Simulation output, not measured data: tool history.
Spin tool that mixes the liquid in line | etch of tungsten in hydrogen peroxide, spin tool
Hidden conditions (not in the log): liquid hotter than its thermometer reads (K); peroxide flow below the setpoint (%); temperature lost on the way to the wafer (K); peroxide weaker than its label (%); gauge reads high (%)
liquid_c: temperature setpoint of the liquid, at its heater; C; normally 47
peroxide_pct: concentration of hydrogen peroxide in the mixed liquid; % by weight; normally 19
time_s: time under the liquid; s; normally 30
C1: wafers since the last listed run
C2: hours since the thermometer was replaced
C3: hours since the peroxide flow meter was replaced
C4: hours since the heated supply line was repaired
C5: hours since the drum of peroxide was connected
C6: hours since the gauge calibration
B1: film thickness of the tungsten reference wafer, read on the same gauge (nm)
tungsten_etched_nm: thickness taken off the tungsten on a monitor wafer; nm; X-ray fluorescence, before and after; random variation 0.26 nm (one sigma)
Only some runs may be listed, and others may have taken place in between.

run 1 hour=0 | liquid_c=47 peroxide_pct=19 time_s=30 | C1=0 C2=1504.2 C3=2034.2 C4=712.4 C5=1174.7 C6=156.6 | B1=119.99 | tungsten_etched_nm=47.69
run 2 hour=11 | liquid_c=47 peroxide_pct=19 time_s=30 | C1=243 C2=1515.2 C3=2045.2 C4=723.4 C5=1185.7 C6=167.6 | B1=119.99 | tungsten_etched_nm=47.81
run 3 hour=22.4 | liquid_c=47 peroxide_pct=19 time_s=30 | C1=252 C2=1526.6 C3=2056.6 C4=734.8 C5=1197.1 C6=179 | B1=120.03 | tungsten_etched_nm=47.15
run 4 hour=33.9 | liquid_c=47 peroxide_pct=19 time_s=30 | C1=254 C2=1538.1 C3=2068.1 C4=746.3 C5=1208.6 C6=190.5 | B1=120.01 | tungsten_etched_nm=47.18
run 5 hour=49.7 | liquid_c=47 peroxide_pct=19 time_s=30 | C1=349 C2=1553.9 C3=2083.9 C4=762.1 C5=1224.4 C6=206.3 | B1=120 | tungsten_etched_nm=47.71
run 6 hour=66.2 | liquid_c=47 peroxide_pct=19 time_s=30 | C1=364 C2=1570.4 C3=2100.4 C4=778.6 C5=1240.9 C6=222.8 | B1=120 | tungsten_etched_nm=48.14
run 7 hour=73.6 | liquid_c=47 peroxide_pct=19 time_s=30 | C1=163 C2=1577.8 C3=2107.8 C4=786 C5=1248.3 C6=230.2 | B1=120.01 | tungsten_etched_nm=48.44
run 8 hour=82.3 | liquid_c=47 peroxide_pct=19 time_s=30 | C1=192 C2=1586.5 C3=2116.5 C4=794.7 C5=1257 C6=238.9 | B1=120.02 | tungsten_etched_nm=47.65
run 9 hour=89.3 | liquid_c=47 peroxide_pct=19 time_s=30 | C1=154 C2=1593.5 C3=2123.5 C4=801.7 C5=1264 C6=245.9 | B1=119.99 | tungsten_etched_nm=48.42
-- hour=93.7 new drum of peroxide connected
-- hour=97.5 gauge calibrated
-- hour=101.1 heated supply line repaired
run 10 hour=101.6 | liquid_c=47 peroxide_pct=19 time_s=20 | C1=227 C2=1605.8 C3=2135.8 C4=0.5 C5=7.9 C6=4.1 | B1=120 | tungsten_etched_nm=32.1
-- hour=141.7 thermometer replaced
run 11 hour=149.8 | liquid_c=47 peroxide_pct=19 time_s=20 | C1=1044 C2=8.1 C3=2184 C4=48.7 C5=56.1 C6=52.3 | B1=119.98 | tungsten_etched_nm=34.4
run 12 hour=162.4 | liquid_c=54 peroxide_pct=19 time_s=30 | C1=278 C2=20.7 C3=2196.6 C4=61.3 C5=68.7 C6=64.9 | B1=119.99 | tungsten_etched_nm=79.45
run 13 hour=177.5 | liquid_c=47 peroxide_pct=19 time_s=20 | C1=334 C2=35.8 C3=2211.7 C4=76.4 C5=83.8 C6=80 | B1=120.02 | tungsten_etched_nm=34.79
-- hour=193.3 thermometer replaced, repeated, since the last time left the tool worse
run 14 hour=193.8 | liquid_c=53.5 peroxide_pct=20.5 time_s=30 | C1=338 C2=0.5 C3=2228 C4=92.7 C5=100.1 C6=96.3 | B1=120 | tungsten_etched_nm=66.52
run 15 hour=205.3 | liquid_c=39.5 peroxide_pct=19 time_s=45 | C1=254 C2=12 C3=2239.5 C4=104.2 C5=111.6 C6=107.8 | B1=120.01 | tungsten_etched_nm=39.84
run 16 hour=212.4 | liquid_c=47 peroxide_pct=14.5 time_s=30 | C1=157 C2=19.1 C3=2246.6 C4=111.3 C5=118.7 C6=114.9 | B1=120.01 | tungsten_etched_nm=37.01
run 17 hour=229.2 | liquid_c=41 peroxide_pct=23.5 time_s=15 | C1=371 C2=35.9 C3=2263.4 C4=128.1 C5=135.5 C6=131.7 | B1=120 | tungsten_etched_nm=16.12
-- hour=231.8 peroxide flow meter replaced
run 18 hour=241 | liquid_c=47 peroxide_pct=19 time_s=30 | C1=238 C2=47.7 C3=9.2 C4=139.9 C5=147.3 C6=143.5 | B1=119.99 | tungsten_etched_nm=42.97
run 19 hour=248.7 | liquid_c=39 peroxide_pct=16 time_s=40 | C1=170 C2=55.4 C3=16.9 C4=147.6 C5=155 C6=151.2 | B1=119.97 | tungsten_etched_nm=31.42
run 20 hour=257.6 | liquid_c=47 peroxide_pct=16.5 time_s=30 | C1=196 C2=64.3 C3=25.8 C4=156.5 C5=163.9 C6=160.1 | B1=120.01 | tungsten_etched_nm=39.92

Predict the results of run 21:
run 21 hour=273.1 | liquid_c=47 peroxide_pct=19 time_s=30 | C1=342 C2=79.8 C3=41.3 C4=172 C5=179.4 C6=175.6 | B1=? | tungsten_etched_nm=?

{"run 21": {"B1": 120, "tungsten_etched_nm": 43.07}}
Minus the tool's unlogged condition, the same run would have read tungsten_etched_nm 42.59 nm.
